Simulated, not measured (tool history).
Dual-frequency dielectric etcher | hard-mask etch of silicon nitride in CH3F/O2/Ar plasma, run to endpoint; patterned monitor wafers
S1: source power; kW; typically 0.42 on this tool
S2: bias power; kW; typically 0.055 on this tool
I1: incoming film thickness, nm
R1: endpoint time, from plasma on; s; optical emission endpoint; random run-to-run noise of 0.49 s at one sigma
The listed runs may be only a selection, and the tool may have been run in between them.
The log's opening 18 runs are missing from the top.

run 19 day=58.204 | S1=0.42 S2=0.065 | I1=35.99 | R1=54
run 20 day=62.146 | S1=0.34 S2=0.055 | I1=35.73 | R1=62.1
-- day=65.788 wet clean of the chamber
run 21 day=65.808 | S1=0.36 S2=0.044 | I1=35.92 | R1=67
run 22 day=69.517 | S1=0.38 S2=0.055 | I1=36.3 | R1=61.3
run 23 day=73.262 | S1=0.42 S2=0.055 | I1=36.03 | R1=57.3
run 24 day=75.675 | S1=0.39 S2=0.066 | I1=36.3 | R1=57.7
run 25 day=77.488 | S1=0.48 S2=0.051 | I1=35.98 | R1=53.6
run 26 day=79.958 | S1=0.42 S2=0.055 | I1=35.66 | R1=56.4

Run 27 has not been measured yet. What should we expect?
run 27 day=82.842 | S1=0.49 S2=0.055 | I1=36.01 | R1=?

Run 27 came out at R1 51.9 s.
Without the tool's hidden state the same run would have given R1 53.7 s.

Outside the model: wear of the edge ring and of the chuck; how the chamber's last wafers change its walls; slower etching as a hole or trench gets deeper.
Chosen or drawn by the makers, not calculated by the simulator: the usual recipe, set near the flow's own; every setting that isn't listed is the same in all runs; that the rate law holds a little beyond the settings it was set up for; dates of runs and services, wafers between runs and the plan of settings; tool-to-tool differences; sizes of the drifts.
